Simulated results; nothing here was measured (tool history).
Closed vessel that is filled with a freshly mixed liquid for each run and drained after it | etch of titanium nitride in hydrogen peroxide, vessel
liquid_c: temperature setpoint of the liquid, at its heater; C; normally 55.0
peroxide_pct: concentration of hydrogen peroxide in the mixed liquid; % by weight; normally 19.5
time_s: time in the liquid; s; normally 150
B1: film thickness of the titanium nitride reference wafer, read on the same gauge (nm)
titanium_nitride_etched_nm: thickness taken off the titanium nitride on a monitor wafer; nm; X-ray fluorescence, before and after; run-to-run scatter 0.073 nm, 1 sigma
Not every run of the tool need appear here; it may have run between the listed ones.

run 1 day=0.000 | liquid_c=55.0 peroxide_pct=15.5 time_s=150 | B1=73.37 | titanium_nitride_etched_nm=7.86
-- day=1.254 gauge calibrated
run 2 day=1.688 | liquid_c=55.0 peroxide_pct=19.5 time_s=150 | B1=69.98 | titanium_nitride_etched_nm=7.91
run 3 day=3.221 | liquid_c=51.5 peroxide_pct=18.0 time_s=150 | B1=69.98 | titanium_nitride_etched_nm=6.10
-- day=3.838 peroxide flow meter replaced
run 4 day=4.808 | liquid_c=55.0 peroxide_pct=21.0 time_s=150 | B1=69.97 | titanium_nitride_etched_nm=7.98
run 5 day=6.450 | liquid_c=55.0 peroxide_pct=21.0 time_s=150 | B1=69.97 | titanium_nitride_etched_nm=7.91
run 6 day=8.588 | liquid_c=55.0 peroxide_pct=19.5 time_s=150 | B1=69.98 | titanium_nitride_etched_nm=7.90
run 7 day=10.042 | liquid_c=55.0 peroxide_pct=19.5 time_s=150 | B1=69.98 | titanium_nitride_etched_nm=7.84
run 8 day=12.292 | liquid_c=55.0 peroxide_pct=19.5 time_s=90 | B1=70.00 | titanium_nitride_etched_nm=4.76
-- day=14.338 thermometer replaced
run 9 day=14.525 | liquid_c=55.0 peroxide_pct=21.0 time_s=150 | B1=69.99 | titanium_nitride_etched_nm=7.92
run 10 day=22.667 | liquid_c=55.0 peroxide_pct=19.5 time_s=150 | B1=70.09 | titanium_nitride_etched_nm=7.94
run 11 day=23.971 | liquid_c=62.0 peroxide_pct=15.0 time_s=150 | B1=70.14 | titanium_nitride_etched_nm=12.06
run 12 day=25.867 | liquid_c=55.0 peroxide_pct=19.5 time_s=150 | B1=70.17 | titanium_nitride_etched_nm=7.82
run 13 day=28.725 | liquid_c=49.0 peroxide_pct=17.5 time_s=60 | B1=70.20 | titanium_nitride_etched_nm=1.99
run 14 day=31.504 | liquid_c=55.0 peroxide_pct=19.5 time_s=150 | B1=70.24 | titanium_nitride_etched_nm=7.91
run 15 day=32.883 | liquid_c=55.0 peroxide_pct=15.5 time_s=150 | B1=70.27 | titanium_nitride_etched_nm=7.60
run 16 day=35.779 | liquid_c=55.0 peroxide_pct=19.5 time_s=150 | B1=70.32 | titanium_nitride_etched_nm=7.80
run 17 day=37.904 | liquid_c=55.0 peroxide_pct=17.0 time_s=150 | B1=70.36 | titanium_nitride_etched_nm=7.71
run 18 day=39.875 | liquid_c=55.0 peroxide_pct=21.5 time_s=180 | B1=70.41 | titanium_nitride_etched_nm=9.76
run 19 day=41.675 | liquid_c=55.0 peroxide_pct=19.5 time_s=150 | B1=70.48 | titanium_nitride_etched_nm=7.97
-- day=43.400 thermometer replaced
run 20 day=44.538 | liquid_c=55.0 peroxide_pct=19.5 time_s=150 | B1=70.54 | titanium_nitride_etched_nm=7.84

For run 21, what comes out?
run 21 day=46.862 | liquid_c=55.0 peroxide_pct=19.5 time_s=150 | B1=? | titanium_nitride_etched_nm=?

{"run 21": {"B1": 70.6, "titanium_nitride_etched_nm": 7.76}}
Take away the tool's hidden state, keep the run-to-run variation as it was, and the same run would have given titanium_nitride_etched_nm 7.69 nm.

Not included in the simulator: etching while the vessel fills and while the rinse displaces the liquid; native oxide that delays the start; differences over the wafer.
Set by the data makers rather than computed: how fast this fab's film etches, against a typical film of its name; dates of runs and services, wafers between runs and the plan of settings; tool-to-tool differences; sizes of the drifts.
